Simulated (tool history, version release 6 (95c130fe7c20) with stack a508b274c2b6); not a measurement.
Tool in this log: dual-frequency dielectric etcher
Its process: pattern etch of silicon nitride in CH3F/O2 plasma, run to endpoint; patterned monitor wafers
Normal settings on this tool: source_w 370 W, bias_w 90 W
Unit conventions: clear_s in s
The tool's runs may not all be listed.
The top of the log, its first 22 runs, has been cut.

run     day  source_w  bias_w  incoming incoming film thickness, nm  clear_s
     12.038  -- source power generator calibrated
 23  12.058       320     103                                 103.1    109.6
 24  12.442       420      81                                 103.4    107.7
 25  12.788       430      90                                 103.2    101.3
 26  13.358       320      90                                 104.6    116.5
 27  14.908       440      68                                 102.4    112.6
 28  15.279       290      90                                 102.5    119.4
 29  15.883       370      90                                 103.1    108.7
 30  16.625       370      90                                 103.7    108.1
 31  17.221       410      90                                 102.7    103.7
 32  17.692       320     107                                 102.8    105.9
 33  18.304       370      90                                 103.2    105.2
 34  18.633       420     103                                 103.3     95.8
 35  19.054       410      76                                 103.1    111.2

Branching from run 35: 4 alternative next runs. What would each branch give?
  A  19.075       450      90                                 104.1        ?
  B  19.075       290     104                                 104.1        ?
  C  19.075       400      79                                 104.1        ?
  D  19.075       440      90                                 104.1        ?

run  clear_s
  A     98.8
  B    112.4
  C    110.2
  D     99.7
Had the tool no hidden state, the same runs would have come out as:
run  clear_s
  A    102.7
  B    116.8
  C    114.6
  D    103.7
